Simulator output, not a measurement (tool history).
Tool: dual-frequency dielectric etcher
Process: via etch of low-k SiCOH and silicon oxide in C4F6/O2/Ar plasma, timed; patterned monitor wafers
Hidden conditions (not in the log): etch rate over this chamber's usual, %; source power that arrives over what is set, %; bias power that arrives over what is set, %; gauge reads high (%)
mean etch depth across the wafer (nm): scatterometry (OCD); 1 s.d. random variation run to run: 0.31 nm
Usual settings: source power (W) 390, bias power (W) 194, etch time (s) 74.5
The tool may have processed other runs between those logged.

| run | day | source power (W) | bias power (W) | etch time (s) | wafers since the last listed run | hours since the last wet clean | hours since the last source power generator calibration | hours since the last bias power generator calibration | hours since the last upper electrode change | hours since the gauge calibration | read-back reference wafer on the same gauge, depth_nm | mean etch depth across the wafer (nm) |
|---|---|---|---|---|---|---|---|---|---|---|---|---|
| 1 | 0 | 390 | 194 | 74.5 | 0 | 339.1 | 3178.2 | 4099.6 | 5532 | 456.1 | 182.1 | 203 |
|  | 0.583 | bias power generator calibrated |
| 2 | 0.604 | 390 | 194 | 74.5 | 84 | 353.6 | 3192.7 | 0.5 | 5546.5 | 470.6 | 181.9 | 201.7 |
| 3 | 0.792 | 470 | 194 | 74.5 | 36 | 358.1 | 3197.2 | 5 | 5551 | 475.1 | 181.9 | 223.2 |
|  | 2.508 | upper electrode replaced |
| 4 | 2.529 | 470 | 194 | 74.5 | 142 | 399.8 | 3238.9 | 46.7 | 0.5 | 516.8 | 181.9 | 222.7 |
| 5 | 2.546 | 390 | 194 | 74.5 | 3 | 400.2 | 3239.3 | 47.1 | 0.9 | 517.2 | 182 | 202.7 |
| 6 | 2.558 | 390 | 194 | 74.5 | 2 | 400.5 | 3239.6 | 47.4 | 1.2 | 517.5 | 182 | 202.2 |
| 7 | 2.717 | 390 | 194 | 74.5 | 30 | 404.3 | 3243.4 | 51.2 | 5 | 521.3 | 182 | 202.4 |
| 8 | 3.396 | 390 | 194 | 66.5 | 131 | 420.6 | 3259.7 | 67.5 | 21.3 | 537.6 | 181.8 | 179.9 |
| 9 | 4.075 | 390 | 194 | 66.5 | 131 | 436.9 | 3276 | 83.8 | 37.6 | 553.9 | 182 | 180.4 |
| 10 | 4.788 | 390 | 194 | 66.5 | 137 | 454 | 3293.1 | 100.9 | 54.7 | 571 | 181.9 | 180.2 |
| 11 | 5.142 | 390 | 194 | 74.5 | 68 | 462.5 | 3301.6 | 109.4 | 63.2 | 579.5 | 182.1 | 201.8 |
| 12 | 7.079 | 460 | 211 | 95 | 374 | 509 | 3348.1 | 155.9 | 109.7 | 626 | 181.9 | 287.9 |
| 13 | 7.458 | 490 | 165 | 74.5 | 73 | 518.1 | 3357.2 | 165 | 118.8 | 635.1 | 182.1 | 214.6 |
|  | 7.8 | gauge calibrated |
| 14 | 8.158 | 390 | 194 | 83 | 135 | 534.9 | 3374 | 181.8 | 135.6 | 8.6 | 182 | 225 |
| 15 | 8.571 | 390 | 217 | 56.5 | 79 | 544.8 | 3383.9 | 191.7 | 145.5 | 18.5 | 182 | 159.1 |
| 16 | 8.912 | 430 | 208 | 89 | 65 | 553 | 3392.1 | 199.9 | 153.7 | 26.7 | 181.9 | 259.1 |
| 17 | 9.462 | 390 | 194 | 74.5 | 106 | 566.2 | 3405.3 | 213.1 | 166.9 | 39.9 | 181.9 | 201.6 |
|  | 10.683 | wet clean of the chamber |
| 18 | 10.704 | 390 | 194 | 74.5 | 46 | 0.5 | 3435.1 | 242.9 | 196.7 | 69.7 | 182 | 203.4 |
| 19 | 11.362 | 390 | 194 | 87 | 127 | 16.3 | 3450.9 | 258.7 | 212.5 | 85.5 | 182 | 237.1 |
|  | 12.021 | source power generator calibrated |
| 20 | 12.967 | 310 | 160 | 90.5 | 277 | 54.8 | 22.7 | 297.2 | 251 | 124 | 182 | 202.7 |
| 21 | 13.575 | 460 | 223 | 74.5 | 117 | 69.4 | 37.3 | 311.8 | 265.6 | 138.6 | 182.1 | 231.7 |
| 22 | 13.896 | 340 | 232 | 74.5 | 61 | 77.1 | 45 | 319.5 | 273.3 | 146.3 | 182.1 | 200.3 |
| 23 | 14.542 | 350 | 235 | 74.5 | 124 | 92.6 | 60.5 | 335 | 288.8 | 161.8 | 182 | 204.6 |
| 24 | 14.988 | 310 | 238 | 82 | 86 | 103.3 | 71.2 | 345.7 | 299.5 | 172.5 | 182 | 212.1 |
| 25 | 15.517 | 390 | 194 | 74.5 | 102 | 116 | 83.9 | 358.4 | 312.2 | 185.2 | 182 | 202.7 |
| 26 | 15.804 | 390 | 194 | 74.5 | 55 | 122.9 | 90.8 | 365.3 | 319.1 | 192.1 | 182.1 | 202.6 |
| 27 | 16.229 | 390 | 156 | 81 | 82 | 133.1 | 101 | 375.5 | 329.3 | 202.3 | 181.9 | 204.7 |
| 28 | 16.925 | 390 | 229 | 74.5 | 134 | 149.8 | 117.7 | 392.2 | 346 | 219 | 181.9 | 215.3 |
| 29 | 17.254 | 390 | 194 | 74.5 | 63 | 157.7 | 125.6 | 400.1 | 353.9 | 226.9 | 182 | 201.9 |
| 30 | 17.85 | 390 | 194 | 74.5 | 115 | 172 | 139.9 | 414.4 | 368.2 | 241.2 | 182 | 202.9 |
| 31 | 18.138 | 390 | 194 | 74.5 | 55 | 178.9 | 146.8 | 421.3 | 375.1 | 248.1 | 182 | 202.4 |

State the hidden condition of the tool at each of the runs:
source power that arrives over what is set, %: 0 in every run
bias power that arrives over what is set, %: 0 in every run
gauge reads high (%): 0 in every run
H1: etch rate over this chamber's usual, %
| run | H1 |
|---|---|
| 1 | -0.476 |
| 2 | -0.503 |
| 3 | -0.511 |
| 4 | -0.587 |
| 5 | -0.588 |
| 6 | -0.589 |
| 7 | -0.596 |
| 8 | -0.626 |
| 9 | -0.655 |
| 10 | -0.687 |
| 11 | -0.702 |
| 12 | -0.788 |
| 13 | -0.804 |
| 14 | -0.835 |
| 15 | -0.853 |
| 16 | -0.868 |
| 17 | -0.893 |
| 18 | -0.107 |
| 19 | -0.136 |
| 20 | -0.206 |
| 21 | -0.233 |
| 22 | -0.247 |
| 23 | -0.276 |
| 24 | -0.295 |
| 25 | -0.319 |
| 26 | -0.331 |
| 27 | -0.35 |
| 28 | -0.381 |
| 29 | -0.395 |
| 30 | -0.421 |
| 31 | -0.434 |

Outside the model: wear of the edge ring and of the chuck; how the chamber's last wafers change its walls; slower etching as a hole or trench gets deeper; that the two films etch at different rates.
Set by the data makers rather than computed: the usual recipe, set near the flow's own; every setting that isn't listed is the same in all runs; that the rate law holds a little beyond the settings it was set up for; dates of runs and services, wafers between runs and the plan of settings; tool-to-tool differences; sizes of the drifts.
